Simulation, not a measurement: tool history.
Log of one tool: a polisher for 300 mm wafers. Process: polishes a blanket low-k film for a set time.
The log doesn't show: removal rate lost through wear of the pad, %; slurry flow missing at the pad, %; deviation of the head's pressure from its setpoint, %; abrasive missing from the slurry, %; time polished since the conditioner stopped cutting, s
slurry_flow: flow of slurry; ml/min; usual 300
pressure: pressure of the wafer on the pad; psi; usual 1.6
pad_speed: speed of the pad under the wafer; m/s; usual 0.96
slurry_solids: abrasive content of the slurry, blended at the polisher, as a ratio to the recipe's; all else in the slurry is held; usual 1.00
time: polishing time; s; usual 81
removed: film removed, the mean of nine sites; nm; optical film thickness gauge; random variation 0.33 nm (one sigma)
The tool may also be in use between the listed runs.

| run | day | slurry_flow | pressure | pad_speed | slurry_solids | time | wafers since the last listed run | wafers polished on this pad | hours since the slurry nozzle was cleaned | hours since the head pressure was calibrated | hours since the slurry blender was calibrated | hours since the conditioning disc was replaced | incoming thickness of the incoming film, nm | removed |
|---|---|---|---|---|---|---|---|---|---|---|---|---|---|---|
| 1 | 0.000 | 300 | 1.6 | 0.96 | 1.00 | 81 | 0 | 849 | 103.8 | 321.7 | 35.0 | 28.1 | 787.9 | 24.2 |
| 2 | 0.717 | 300 | 1.6 | 0.96 | 1.00 | 81 | 172 | 1021 | 121.0 | 338.9 | 52.2 | 45.3 | 797.9 | 24.6 |
|  | 1.196 | worn pad replaced by a new one |
| 3 | 1.425 | 300 | 1.6 | 0.96 | 1.00 | 81 | 130 | 54 | 138.0 | 355.9 | 69.2 | 62.3 | 801.6 | 24.0 |
| 4 | 1.725 | 300 | 1.3 | 0.84 | 1.00 | 81 | 72 | 127 | 145.2 | 363.1 | 76.4 | 69.5 | 808.8 | 18.2 |
| 5 | 2.325 | 300 | 1.6 | 0.96 | 1.00 | 75 | 144 | 271 | 159.6 | 377.5 | 90.8 | 83.9 | 784.6 | 22.0 |
| 6 | 2.992 | 300 | 1.6 | 0.96 | 1.00 | 75 | 160 | 432 | 175.6 | 393.5 | 106.8 | 99.9 | 801.2 | 22.5 |
| 7 | 3.562 | 330 | 1.6 | 0.96 | 0.90 | 81 | 137 | 569 | 189.3 | 407.2 | 120.5 | 113.6 | 782.8 | 22.8 |
| 8 | 4.308 | 300 | 1.6 | 0.96 | 1.00 | 81 | 179 | 748 | 207.2 | 425.1 | 138.4 | 131.5 | 805.0 | 24.4 |
| 9 | 4.850 | 300 | 1.6 | 0.96 | 1.00 | 81 | 130 | 879 | 220.2 | 438.1 | 151.4 | 144.5 | 804.8 | 24.4 |
|  | 5.271 | worn pad replaced by a new one |
| 10 | 5.292 | 300 | 1.6 | 0.96 | 1.00 | 81 | 66 | 4 | 230.8 | 448.7 | 162.0 | 155.1 | 802.1 | 24.0 |
| 11 | 5.762 | 300 | 1.6 | 0.96 | 1.00 | 73 | 113 | 117 | 242.1 | 460.0 | 173.3 | 166.4 | 804.3 | 21.2 |
| 12 | 6.212 | 300 | 1.6 | 0.96 | 1.00 | 73 | 108 | 226 | 252.9 | 470.8 | 184.1 | 177.2 | 804.8 | 21.5 |
| 13 | 6.892 | 300 | 1.6 | 0.96 | 1.00 | 73 | 163 | 389 | 269.2 | 487.1 | 200.4 | 193.5 | 802.3 | 21.5 |
|  | 7.188 | head pressure recalibrated |
| 14 | 7.479 | 240 | 1.2 | 0.96 | 1.00 | 60 | 121 | 510 | 283.3 | 7.0 | 214.5 | 207.6 | 801.1 | 12.8 |
| 15 | 7.862 | 375 | 1.4 | 1.28 | 0.70 | 81 | 92 | 603 | 292.5 | 16.2 | 223.7 | 216.8 | 804.4 | 21.8 |
| 16 | 8.221 | 300 | 1.6 | 0.86 | 1.15 | 81 | 86 | 689 | 301.1 | 24.8 | 232.3 | 225.4 | 797.0 | 23.3 |
| 17 | 8.725 | 210 | 1.6 | 0.96 | 1.00 | 81 | 121 | 810 | 313.2 | 36.9 | 244.4 | 237.5 | 801.7 | 21.9 |
| 18 | 9.167 | 300 | 1.6 | 0.96 | 1.00 | 81 | 106 | 917 | 323.8 | 47.5 | 255.0 | 248.1 | 797.3 | 23.2 |
| 19 | 9.712 | 300 | 1.6 | 0.96 | 1.00 | 109 | 131 | 1048 | 336.9 | 60.6 | 268.1 | 261.2 | 803.7 | 30.7 |
|  | 10.083 | worn pad replaced by a new one |
|  | 10.217 | slurry nozzle cleaned |
| 20 | 10.238 | 355 | 2.1 | 0.96 | 1.00 | 81 | 76 | 26 | 0.5 | 73.2 | 280.7 | 273.8 | 791.4 | 29.6 |
|  | 10.358 | conditioning disc replaced and pad reconditioned |
|  | 10.750 | slurry blender recalibrated |
| 21 | 10.771 | 300 | 1.6 | 0.96 | 1.00 | 81 | 88 | 115 | 13.3 | 86.0 | 0.5 | 9.9 | 785.8 | 24.9 |
| 22 | 11.196 | 300 | 1.6 | 0.96 | 1.00 | 81 | 102 | 217 | 23.5 | 96.2 | 10.7 | 20.1 | 785.9 | 24.9 |
| 23 | 11.896 | 230 | 1.2 | 0.96 | 1.25 | 81 | 168 | 385 | 40.3 | 113.0 | 27.5 | 36.9 | 796.0 | 19.5 |
| 24 | 12.400 | 300 | 1.6 | 0.68 | 1.00 | 81 | 121 | 507 | 52.4 | 125.1 | 39.6 | 49.0 | 798.4 | 18.4 |
| 25 | 12.833 | 300 | 1.6 | 0.96 | 1.00 | 59 | 104 | 611 | 62.8 | 135.5 | 50.0 | 59.4 | 792.8 | 17.4 |
| 26 | 13.154 | 300 | 1.6 | 0.96 | 1.00 | 81 | 77 | 688 | 70.5 | 143.2 | 57.7 | 67.1 | 799.8 | 24.7 |
| 27 | 13.875 | 300 | 2.0 | 0.96 | 1.00 | 81 | 173 | 862 | 87.8 | 160.5 | 75.0 | 84.4 | 796.0 | 30.8 |

3 ways to go on from here, each from the tool as it stands after run 27. What would each give?
| A | 13.896 | 300 | 1.6 | 0.96 | 1.00 | 81 | 5 | 867 | 88.3 | 161.0 | 75.5 | 84.9 | 808.2 | ? |
| B | 13.896 | 355 | 1.6 | 0.96 | 0.75 | 81 | 5 | 867 | 88.3 | 161.0 | 75.5 | 84.9 | 808.2 | ? |
| C | 13.896 | 300 | 1.1 | 0.96 | 1.00 | 81 | 5 | 867 | 88.3 | 161.0 | 75.5 | 84.9 | 808.2 | ? |

| run | removed |
|---|---|
| A | 24.2 |
| B | 21.2 |
| C | 16.6 |
Without the tool's hidden state the same runs would have given:
| run | removed |
|---|---|
| A | 24.5 |
| B | 21.5 |
| C | 16.9 |
